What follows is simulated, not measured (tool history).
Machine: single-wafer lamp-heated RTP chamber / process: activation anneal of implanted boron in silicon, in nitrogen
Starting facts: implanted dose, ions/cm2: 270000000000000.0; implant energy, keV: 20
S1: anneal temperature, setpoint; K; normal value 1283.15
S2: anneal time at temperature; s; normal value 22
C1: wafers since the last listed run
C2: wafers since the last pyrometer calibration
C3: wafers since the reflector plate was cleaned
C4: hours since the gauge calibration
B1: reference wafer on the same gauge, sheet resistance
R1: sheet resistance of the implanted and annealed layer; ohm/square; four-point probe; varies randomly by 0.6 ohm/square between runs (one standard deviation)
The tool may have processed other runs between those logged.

Run 1, day 0.000: usual settings but S1 1271.15 K; C1 0; C2 7673; C3 9165; C4 169.6; B1 479.77. Result: R1 407.14 ohm/square.
Run 2, day 0.717: usual settings but S1 1271.15 K; C1 121; C2 7795; C3 9287; C4 186.8; B1 479.86. Result: R1 407.70 ohm/square.
At day 0.938: gauge calibrated.
Run 3, day 1.458: usual settings but S1 1299.15 K; C1 126; C2 7921; C3 9413; C4 12.5; B1 476.61. Result: R1 397.80 ohm/square.
Run 4, day 2.096: usual settings but S1 1299.15 K; C1 108; C2 8030; C3 9522; C4 27.8; B1 476.84. Result: R1 398.20 ohm/square.
Run 5, day 2.733: usual settings but S1 1298.15 K; C1 108; C2 8138; C3 9630; C4 43.1; B1 477.79. Result: R1 399.02 ohm/square.
Run 6, day 3.017: usual settings; C1 48; C2 8187; C3 9678; C4 49.9; B1 477.59. Result: R1 401.07 ohm/square.
Run 7, day 3.417: usual settings; C1 68; C2 8255; C3 9746; C4 59.5; B1 478.48. Result: R1 401.75 ohm/square.
Run 8, day 4.100: usual settings but S2 27 s; C1 116; C2 8371; C3 9863; C4 75.9; B1 478.47. Result: R1 402.74 ohm/square.
Run 9, day 4.392: usual settings but S2 27 s; C1 49; C2 8421; C3 9912; C4 82.9; B1 478.63. Result: R1 401.99 ohm/square.
At day 5.100: pyrometer window cleaned and pyrometer calibrated.
Run 10, day 5.121: usual settings but S2 27 s; C1 67; C2 3; C3 9980; C4 100.4; B1 478.74. Result: R1 402.06 ohm/square.
Run 11, day 5.650: usual settings but S1 1292.15 K; C1 90; C2 93; C3 10070; C4 113.1; B1 479.05. Result: R1 400.62 ohm/square.
Run 12, day 6.021: usual settings but S1 1292.15 K; C1 63; C2 157; C3 10133; C4 122.0; B1 479.78. Result: R1 401.20 ohm/square.
Run 13, day 6.654: usual settings; C1 107; C2 264; C3 10241; C4 137.2; B1 479.45. Result: R1 404.11 ohm/square.
Run 14, day 7.288: usual settings but S1 1308.15 K, S2 14 s; C1 107; C2 372; C3 10349; C4 152.4; B1 479.59. Result: R1 400.44 ohm/square.
Run 15, day 7.696: usual settings; C1 69; C2 442; C3 10418; C4 162.2; B1 479.63. Result: R1 403.07 ohm/square.
Run 16, day 8.421: usual settings but S1 1307.15 K, S2 10 s; C1 123; C2 565; C3 10541; C4 179.6; B1 479.69. Result: R1 401.00 ohm/square.
Run 17, day 9.458: usual settings; C1 176; C2 742; C3 10718; C4 204.5; B1 479.67. Result: R1 403.93 ohm/square.
At day 9.688: gauge calibrated.
At day 10.321: reflector plate cleaned.
Run 18, day 10.342: usual settings but S2 33 s; C1 93; C2 835; C3 3; C4 15.7; B1 476.92. Result: R1 398.39 ohm/square.
Run 19, day 10.850: usual settings but S1 1253.15 K, S2 11 s; C1 86; C2 922; C3 89; C4 27.9; B1 477.20. Result: R1 426.13 ohm/square.
Run 20, day 11.442: usual settings; C1 100; C2 1023; C3 190; C4 42.1; B1 478.18. Result: R1 401.66 ohm/square.
Run 21, day 11.767: usual settings but S1 1305.15 K, S2 16 s; C1 55; C2 1078; C3 245; C4 49.9; B1 478.08. Result: R1 398.14 ohm/square.
Run 22, day 12.104: usual settings but S1 1264.15 K, S2 29 s; C1 57; C2 1135; C3 303; C4 58.0; B1 477.99. Result: R1 408.56 ohm/square.
Run 23, day 14.312: usual settings; C1 375; C2 1511; C3 679; C4 111.0; B1 479.24. Result: R1 403.46 ohm/square.
Run 24, day 15.021: usual settings but S1 1299.15 K, S2 33 s; C1 120; C2 1632; C3 799; C4 128.0; B1 479.62. Result: R1 399.02 ohm/square.
Run 25, day 16.633: usual settings but S1 1297.15 K; C1 274; C2 1906; C3 1074; C4 166.7; B1 480.03. Result: R1 401.22 ohm/square.
Run 26, day 16.904: usual settings but S1 1261.15 K, S2 34 s; C1 46; C2 1952; C3 1120; C4 173.2; B1 480.06. Result: R1 410.35 ohm/square.

Hidden state, per run?
true wafer temperature minus pyrometer reading, K: 0 in every run
wafer temperature error from the tarnished reflector plate, K: 0 in every run
H1: gauge reads high (%)
run     H1
  1  0.745
  2  0.761
  3  0.111
  4  0.255
  5   0.37
  6  0.413
  7  0.468
  8  0.544
  9  0.572
 10   0.63
 11  0.663
 12  0.683
 13  0.712
 14  0.734
 15  0.747
 16  0.765
 17  0.783
 18  0.179
 19  0.291
 20  0.398
 21  0.449
 22  0.495
 23  0.693
 24   0.73
 25  0.787
 26  0.794

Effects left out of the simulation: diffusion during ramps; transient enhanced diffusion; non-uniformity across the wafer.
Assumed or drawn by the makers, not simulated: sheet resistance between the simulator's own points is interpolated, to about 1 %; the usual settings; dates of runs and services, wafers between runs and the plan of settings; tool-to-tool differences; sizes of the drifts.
